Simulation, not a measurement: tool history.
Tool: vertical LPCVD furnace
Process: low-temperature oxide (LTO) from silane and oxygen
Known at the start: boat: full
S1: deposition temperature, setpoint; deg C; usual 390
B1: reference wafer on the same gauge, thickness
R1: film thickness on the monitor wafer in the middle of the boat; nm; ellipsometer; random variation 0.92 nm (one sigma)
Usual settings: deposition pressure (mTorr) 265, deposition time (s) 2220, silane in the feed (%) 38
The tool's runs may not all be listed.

run 1 hour=0 | S1=390 deposition_pressure_(mTorr)=265 deposition_time_(s)=2220 silane_in_the_feed_(%)=36 | B1=270.89 | R1=315.85
run 2 hour=27 | S1=390 deposition_pressure_(mTorr)=265 deposition_time_(s)=2220 silane_in_the_feed_(%)=36 | B1=270.8 | R1=314.93
run 3 hour=58 | S1=390 deposition_pressure_(mTorr)=265 deposition_time_(s)=2220 silane_in_the_feed_(%)=36 | B1=270.89 | R1=316.31
run 4 hour=84.4 | S1=390 deposition_pressure_(mTorr)=295 deposition_time_(s)=2220 silane_in_the_feed_(%)=38 | B1=271.13 | R1=377.35
run 5 hour=118.4 | S1=390 deposition_pressure_(mTorr)=295 deposition_time_(s)=2220 silane_in_the_feed_(%)=38 | B1=271 | R1=378.56
run 6 hour=144.5 | S1=390 deposition_pressure_(mTorr)=295 deposition_time_(s)=2220 silane_in_the_feed_(%)=38 | B1=271 | R1=379.64
run 7 hour=168.3 | S1=390 deposition_pressure_(mTorr)=265 deposition_time_(s)=2550 silane_in_the_feed_(%)=38 | B1=271 | R1=392.21
run 8 hour=189.4 | S1=390 deposition_pressure_(mTorr)=265 deposition_time_(s)=2730 silane_in_the_feed_(%)=45 | B1=270.96 | R1=513.88
run 9 hour=222 | S1=390 deposition_pressure_(mTorr)=265 deposition_time_(s)=2220 silane_in_the_feed_(%)=38 | B1=271.13 | R1=341.41
run 10 hour=249.8 | S1=390 deposition_pressure_(mTorr)=265 deposition_time_(s)=2220 silane_in_the_feed_(%)=38 | B1=270.92 | R1=343.91
-- hour=277.3 gauge calibrated
run 11 hour=280.4 | S1=393 deposition_pressure_(mTorr)=310 deposition_time_(s)=2940 silane_in_the_feed_(%)=41 | B1=271 | R1=598.35
run 12 hour=295.2 | S1=394 deposition_pressure_(mTorr)=245 deposition_time_(s)=2220 silane_in_the_feed_(%)=34 | B1=270.98 | R1=289.07
run 13 hour=319.6 | S1=390 deposition_pressure_(mTorr)=265 deposition_time_(s)=2220 silane_in_the_feed_(%)=38 | B1=270.91 | R1=343.51
-- hour=358.3 pressure gauge zeroed
-- hour=359.6 thermocouples replaced and temperature profile calibrated
run 14 hour=360.1 | S1=390 deposition_pressure_(mTorr)=265 deposition_time_(s)=2220 silane_in_the_feed_(%)=38 | B1=270.88 | R1=312.58
run 15 hour=371.6 | S1=390 deposition_pressure_(mTorr)=265 deposition_time_(s)=2220 silane_in_the_feed_(%)=34 | B1=271.02 | R1=271.56
run 16 hour=388 | S1=390 deposition_pressure_(mTorr)=265 deposition_time_(s)=2220 silane_in_the_feed_(%)=34 | B1=270.9 | R1=271
-- hour=427.9 silane flow controller replaced
run 17 hour=462.1 | S1=395 deposition_pressure_(mTorr)=305 deposition_time_(s)=1440 silane_in_the_feed_(%)=34 | B1=271.12 | R1=215.02
run 18 hour=481.3 | S1=390 deposition_pressure_(mTorr)=265 deposition_time_(s)=2220 silane_in_the_feed_(%)=38 | B1=271.12 | R1=315.04
run 19 hour=503.6 | S1=379 deposition_pressure_(mTorr)=265 deposition_time_(s)=1890 silane_in_the_feed_(%)=38 | B1=271 | R1=235.04
run 20 hour=517.1 | S1=380 deposition_pressure_(mTorr)=265 deposition_time_(s)=1530 silane_in_the_feed_(%)=42 | B1=270.99 | R1=218.43
run 21 hour=614.4 | S1=390 deposition_pressure_(mTorr)=320 deposition_time_(s)=2220 silane_in_the_feed_(%)=33 | B1=270.96 | R1=313.32
run 22 hour=628 | S1=390 deposition_pressure_(mTorr)=210 deposition_time_(s)=2220 silane_in_the_feed_(%)=38 | B1=270.88 | R1=248.62
run 23 hour=661.9 | S1=390 deposition_pressure_(mTorr)=265 deposition_time_(s)=2220 silane_in_the_feed_(%)=38 | B1=271.01 | R1=314.36
run 24 hour=691.7 | S1=390 deposition_pressure_(mTorr)=325 deposition_time_(s)=2220 silane_in_the_feed_(%)=35 | B1=271.1 | R1=345.88
run 25 hour=705.1 | S1=390 deposition_pressure_(mTorr)=265 deposition_time_(s)=2220 silane_in_the_feed_(%)=38 | B1=270.95 | R1=316.22
run 26 hour=729.2 | S1=380 deposition_pressure_(mTorr)=240 deposition_time_(s)=1890 silane_in_the_feed_(%)=38 | B1=270.99 | R1=214.75
run 27 hour=746.1 | S1=390 deposition_pressure_(mTorr)=265 deposition_time_(s)=2220 silane_in_the_feed_(%)=38 | B1=270.98 | R1=313.68
run 28 hour=772.7 | S1=390 deposition_pressure_(mTorr)=265 deposition_time_(s)=2580 silane_in_the_feed_(%)=38 | B1=270.99 | R1=366.88
run 29 hour=806 | S1=390 deposition_pressure_(mTorr)=265 deposition_time_(s)=2700 silane_in_the_feed_(%)=38 | B1=270.96 | R1=382.85
run 30 hour=839.5 | S1=390 deposition_pressure_(mTorr)=265 deposition_time_(s)=2730 silane_in_the_feed_(%)=38 | B1=271.07 | R1=389.36

5 ways to go on from here, each from the tool as it stands after run 30. What would each give?
run A hour=844.9 | S1=390 deposition_pressure_(mTorr)=265 deposition_time_(s)=2220 silane_in_the_feed_(%)=38 | B1=? | R1=?
run B hour=844.9 | S1=397 deposition_pressure_(mTorr)=245 deposition_time_(s)=1680 silane_in_the_feed_(%)=38 | B1=? | R1=?
run C hour=844.9 | S1=380 deposition_pressure_(mTorr)=265 deposition_time_(s)=2220 silane_in_the_feed_(%)=38 | B1=? | R1=?
run D hour=844.9 | S1=394 deposition_pressure_(mTorr)=305 deposition_time_(s)=3000 silane_in_the_feed_(%)=34 | B1=? | R1=?
run E hour=844.9 | S1=381 deposition_pressure_(mTorr)=205 deposition_time_(s)=2670 silane_in_the_feed_(%)=38 | B1=? | R1=?

run=A B1=271.07 R1=316.72
run=B B1=271.07 R1=239.9
run=C B1=271.07 R1=281.36
run=D B1=271.07 R1=445.7
run=E B1=271.07 R1=264.25
Without the tool's hidden state the same runs would have given:
run=A R1=315.76
run=B R1=239.43
run=C R1=280.37
run=D R1=443.75
run=E R1=264.03

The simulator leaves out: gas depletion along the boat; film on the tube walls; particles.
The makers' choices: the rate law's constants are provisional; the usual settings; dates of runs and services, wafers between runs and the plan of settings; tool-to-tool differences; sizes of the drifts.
